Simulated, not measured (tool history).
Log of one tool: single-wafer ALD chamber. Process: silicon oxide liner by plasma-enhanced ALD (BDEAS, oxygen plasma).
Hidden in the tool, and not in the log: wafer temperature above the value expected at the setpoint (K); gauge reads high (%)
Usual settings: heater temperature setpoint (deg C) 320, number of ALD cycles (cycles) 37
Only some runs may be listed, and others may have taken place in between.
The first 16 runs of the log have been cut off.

run    hour  heater temperature setpoint (deg C)  number of ALD cycles (cycles)  wafers since the last listed run  hours since the last thermocouple change  hours since the gauge calibration  read-back reference wafer on the same gauge, thickness_nm  mean film thickness on the monitor wafer (Å)
 17  1318.1                                  312                             37                               503                                    2790.5                             1861.1                                                      3.690                                         34.38
 18  1368.1                                  331                             41                               524                                    2840.5                             1911.1                                                      3.689                                         37.12
     1431.4  -- thermocouple changed; heater temperature recalibrated
 19  1467.0                                  312                             34                               953                                      35.6                             2010.0                                                      3.691                                         31.95
 20  1572.9                                  320                             37                              1111                                     141.5                             2115.9                                                      3.691                                         34.40
 21  1624.7                                  306                             32                               543                                     193.3                             2167.7                                                      3.688                                         30.39
 22  1670.2                                  320                             37                               477                                     238.8                             2213.2                                                      3.689                                         34.43
 23  1742.0                                  320                             37                               753                                     310.6                             2285.0                                                      3.692                                         34.18
 24  1835.1                                  320                             37                               976                                     403.7                             2378.1                                                      3.691                                         34.19
     1865.6  -- gauge calibrated
 25  1897.7                                  320                             37                               656                                     466.3                               32.1                                                      3.688                                         34.17
 26  1937.3                                  309                             43                               415                                     505.9                               71.7                                                      3.690                                         40.66
 27  2042.6                                  310                             43                              1105                                     611.2                              177.0                                                      3.688                                         40.51
 28  2104.4                                  311                             39                               648                                     673.0                              238.8                                                      3.690                                         36.60
 29  2182.3                                  307                             42                               817                                     750.9                              316.7                                                      3.690                                         39.83
 30  2256.6                                  329                             37                               779                                     825.2                              391.0                                                      3.689                                         33.57
 31  2375.5                                  310                             37                              1247                                     944.1                              509.9                                                      3.690                                         34.70
 32  2483.1                                  331                             34                              1129                                    1051.7                              617.5                                                      3.689                                         30.88
 33  2528.2                                  333                             40                               473                                    1096.8                              662.6                                                      3.692                                         36.10
 34  2601.5                                  334                             32                               769                                    1170.1                              735.9                                                      3.692                                         28.87
 35  2701.0                                  320                             34                              1044                                    1269.6                              835.4                                                      3.691                                         31.26

Each row is a separate what-if for the run after 35, all from the same tool condition, not one after another. Results?
  A  2701.5                                  326                             37                                 5                                    1270.1                              835.9                                                          ?                                             ?
  B  2701.5                                  320                             43                                 5                                    1270.1                              835.9                                                          ?                                             ?
  C  2701.5                                  325                             40                                 5                                    1270.1                              835.9                                                          ?                                             ?
  D  2701.5                                  307                             41                                 5                                    1270.1                              835.9                                                          ?                                             ?

run  read-back reference wafer on the same gauge, thickness_nm  mean film thickness on the monitor wafer (Å)
  A                                                      3.690                                         33.88
  B                                                      3.690                                         39.77
  C                                                      3.690                                         36.69
  D                                                      3.690                                         38.74
With the hidden condition removed and each run's random variation left untouched, the same runs would have given:
run  mean film thickness on the monitor wafer (Å)
  A                                         34.16
  B                                         40.10
  C                                         37.00
  D                                         39.05

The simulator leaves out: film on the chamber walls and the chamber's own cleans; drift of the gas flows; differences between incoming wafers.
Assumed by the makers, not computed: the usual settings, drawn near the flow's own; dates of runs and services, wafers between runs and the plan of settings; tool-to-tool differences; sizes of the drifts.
